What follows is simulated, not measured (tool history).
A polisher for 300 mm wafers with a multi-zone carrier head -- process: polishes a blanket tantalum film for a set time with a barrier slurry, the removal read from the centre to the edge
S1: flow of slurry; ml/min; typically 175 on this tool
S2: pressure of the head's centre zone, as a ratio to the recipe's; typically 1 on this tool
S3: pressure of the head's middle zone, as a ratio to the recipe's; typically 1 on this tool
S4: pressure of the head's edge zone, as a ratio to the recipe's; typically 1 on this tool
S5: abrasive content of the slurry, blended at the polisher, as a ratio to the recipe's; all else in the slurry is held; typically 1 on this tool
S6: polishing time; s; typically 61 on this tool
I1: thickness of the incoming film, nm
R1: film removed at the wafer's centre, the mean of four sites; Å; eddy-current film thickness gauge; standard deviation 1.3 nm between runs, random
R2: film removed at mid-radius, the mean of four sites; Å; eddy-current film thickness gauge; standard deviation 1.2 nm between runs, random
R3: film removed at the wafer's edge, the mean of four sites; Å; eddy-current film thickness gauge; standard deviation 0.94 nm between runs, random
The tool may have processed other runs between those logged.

{"run": 1, "hour": 0.0, "S1": 175, "S2": 1, "S3": 1, "S4": 0.94, "S5": 1, "S6": 61, "I1": 341, "R1": 1098, "R2": 1211, "R3": 1115}
{"run": 2, "hour": 31.5, "S1": 175, "S2": 1, "S3": 1, "S4": 0.94, "S5": 1, "S6": 61, "I1": 334.8, "R1": 1100, "R2": 1207, "R3": 1115}
{"hour": 46.6, "done": "centre zone pressure recalibrated"}
{"run": 3, "hour": 96.7, "S1": 175, "S2": 1.08, "S3": 1, "S4": 0.93, "S5": 1, "S6": 61, "I1": 338.2, "R1": 1231, "R2": 1218, "R3": 1110}
{"hour": 125.9, "done": "worn pad replaced by a new one"}
{"run": 4, "hour": 126.4, "S1": 190, "S2": 1, "S3": 1, "S4": 1, "S5": 1.3, "S6": 61, "I1": 334.6, "R1": 1263, "R2": 1315, "R3": 1227}
{"run": 5, "hour": 149.1, "S1": 175, "S2": 1, "S3": 1, "S4": 1, "S5": 1, "S6": 61, "I1": 339.5, "R1": 1145, "R2": 1227, "R3": 1152}
{"hour": 160.7, "done": "edge zone pressure recalibrated"}
{"run": 6, "hour": 185.0, "S1": 175, "S2": 1, "S3": 1.07, "S4": 1.04, "S5": 1, "S6": 72, "I1": 337.5, "R1": 1334, "R2": 1508, "R3": 1360}
{"run": 7, "hour": 245.3, "S1": 175, "S2": 0.89, "S3": 1, "S4": 1, "S5": 1, "S6": 61, "I1": 340, "R1": 1044, "R2": 1215, "R3": 1154}
{"run": 8, "hour": 284.5, "S1": 175, "S2": 0.96, "S3": 1, "S4": 1.03, "S5": 1.25, "S6": 61, "I1": 334.4, "R1": 1146, "R2": 1283, "R3": 1222}
{"run": 9, "hour": 347.2, "S1": 175, "S2": 1, "S3": 1, "S4": 1, "S5": 1, "S6": 61, "I1": 341.1, "R1": 1094, "R2": 1226, "R3": 1150}
{"run": 10, "hour": 378.3, "S1": 215, "S2": 0.95, "S3": 1, "S4": 1, "S5": 1.25, "S6": 52, "I1": 336.9, "R1": 983, "R2": 1138, "R3": 1069}
{"run": 11, "hour": 434.7, "S1": 210, "S2": 0.93, "S3": 1, "S4": 1, "S5": 1.25, "S6": 47, "I1": 338.4, "R1": 864, "R2": 1027, "R3": 952}
{"hour": 501.7, "done": "worn pad replaced by a new one"}
{"run": 12, "hour": 502.2, "S1": 175, "S2": 1, "S3": 1, "S4": 1, "S5": 1, "S6": 61, "I1": 347.6, "R1": 1098, "R2": 1209, "R3": 1158}
{"hour": 532.9, "done": "slurry nozzle cleaned"}
{"hour": 546.0, "done": "centre zone pressure recalibrated"}
{"run": 13, "hour": 579.2, "S1": 140, "S2": 0.92, "S3": 1.1, "S4": 1.08, "S5": 1, "S6": 61, "I1": 339.7, "R1": 1052, "R2": 1323, "R3": 1174}

For run 14, what comes out?
{"hour": 594.7, "done": "carrier head's membrane replaced by a new one"}
{"hour": 602.6, "done": "edge zone pressure recalibrated"}
{"run": 14, "hour": 649.4, "S1": 235, "S2": 1, "S3": 1, "S4": 0.89, "S5": 0.85, "S6": 55, "I1": 346.3, "R1": "?", "R2": "?", "R3": "?"}

{"run 14": {"R1": 1009, "R2": 1061, "R3": 957}}
On a tool with no hidden condition, and with the same random variation, this run would have come out at R1 1021 Å, R2 1061 Å, R3 957 Å.

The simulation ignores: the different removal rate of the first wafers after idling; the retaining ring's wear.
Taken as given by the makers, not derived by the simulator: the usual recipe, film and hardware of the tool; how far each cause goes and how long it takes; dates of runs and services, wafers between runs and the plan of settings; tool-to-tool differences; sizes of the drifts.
